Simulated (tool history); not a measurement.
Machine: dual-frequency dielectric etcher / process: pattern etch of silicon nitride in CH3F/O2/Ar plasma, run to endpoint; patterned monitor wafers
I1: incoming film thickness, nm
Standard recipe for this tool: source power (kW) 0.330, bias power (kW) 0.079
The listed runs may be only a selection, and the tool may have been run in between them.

{"run": 1, "hour": 0.0, "source power (kW)": 0.36, "bias power (kW)": 0.079, "I1": 45.96, "endpoint time (s)": 64.8}
{"run": 2, "hour": 17.3, "source power (kW)": 0.36, "bias power (kW)": 0.079, "I1": 45.71, "endpoint time (s)": 64.9}
{"run": 3, "hour": 28.5, "source power (kW)": 0.36, "bias power (kW)": 0.079, "I1": 45.87, "endpoint time (s)": 65.2}
{"run": 4, "hour": 59.5, "source power (kW)": 0.33, "bias power (kW)": 0.067, "I1": 45.81, "endpoint time (s)": 71.3}
{"run": 5, "hour": 95.3, "source power (kW)": 0.33, "bias power (kW)": 0.067, "I1": 46.52, "endpoint time (s)": 72.7}
{"run": 6, "hour": 111.4, "source power (kW)": 0.33, "bias power (kW)": 0.067, "I1": 46.24, "endpoint time (s)": 71.5}
{"hour": 138.6, "done": "wet clean of the chamber"}
{"run": 7, "hour": 139.1, "source power (kW)": 0.33, "bias power (kW)": 0.072, "I1": 46.4, "endpoint time (s)": 70.0}
{"run": 8, "hour": 139.4, "source power (kW)": 0.33, "bias power (kW)": 0.087, "I1": 45.81, "endpoint time (s)": 64.3}
{"hour": 144.3, "done": "bias power generator calibrated"}
{"hour": 166.4, "done": "upper electrode replaced"}
{"hour": 166.8, "done": "source power generator calibrated"}
{"run": 9, "hour": 167.3, "source power (kW)": 0.33, "bias power (kW)": 0.073, "I1": 45.88, "endpoint time (s)": 68.3}
{"run": 10, "hour": 167.7, "source power (kW)": 0.33, "bias power (kW)": 0.073, "I1": 46.09, "endpoint time (s)": 70.1}
{"run": 11, "hour": 168.9, "source power (kW)": 0.26, "bias power (kW)": 0.073, "I1": 46.17, "endpoint time (s)": 77.3}
{"run": 12, "hour": 182.8, "source power (kW)": 0.3, "bias power (kW)": 0.086, "I1": 45.88, "endpoint time (s)": 68.1}
{"run": 13, "hour": 197.2, "source power (kW)": 0.27, "bias power (kW)": 0.071, "I1": 46.33, "endpoint time (s)": 76.6}
{"run": 14, "hour": 209.2, "source power (kW)": 0.36, "bias power (kW)": 0.085, "I1": 46.63, "endpoint time (s)": 64.3}
{"run": 15, "hour": 225.9, "source power (kW)": 0.33, "bias power (kW)": 0.086, "I1": 46.42, "endpoint time (s)": 65.5}
{"run": 16, "hour": 237.6, "source power (kW)": 0.33, "bias power (kW)": 0.079, "I1": 46.42, "endpoint time (s)": 67.9}
{"run": 17, "hour": 252.1, "source power (kW)": 0.33, "bias power (kW)": 0.079, "I1": 45.46, "endpoint time (s)": 66.3}
{"run": 18, "hour": 268.1, "source power (kW)": 0.4, "bias power (kW)": 0.079, "I1": 45.65, "endpoint time (s)": 61.8}
{"run": 19, "hour": 283.1, "source power (kW)": 0.33, "bias power (kW)": 0.079, "I1": 46.49, "endpoint time (s)": 67.8}
{"run": 20, "hour": 295.1, "source power (kW)": 0.4, "bias power (kW)": 0.093, "I1": 45.76, "endpoint time (s)": 58.3}

What if the next run were any one of these 4? Each begins from the tool's condition after run 20:
{"run": "A", "hour": 295.5, "source power (kW)": 0.33, "bias power (kW)": 0.079, "I1": 46.08, "endpoint time (s)": "?"}
{"run": "B", "hour": 295.5, "source power (kW)": 0.38, "bias power (kW)": 0.079, "I1": 46.08, "endpoint time (s)": "?"}
{"run": "C", "hour": 295.5, "source power (kW)": 0.37, "bias power (kW)": 0.079, "I1": 46.08, "endpoint time (s)": "?"}
{"run": "D", "hour": 295.5, "source power (kW)": 0.26, "bias power (kW)": 0.068, "I1": 46.08, "endpoint time (s)": "?"}

run=A endpoint_time_(s)=67.4
run=B endpoint_time_(s)=63.6
run=C endpoint_time_(s)=64.3
run=D endpoint_time_(s)=79.1
Stripped of hidden state, with their random variation kept, the same runs would have yielded:
run=A endpoint_time_(s)=67.4
run=B endpoint_time_(s)=63.6
run=C endpoint_time_(s)=64.3
run=D endpoint_time_(s)=79.1
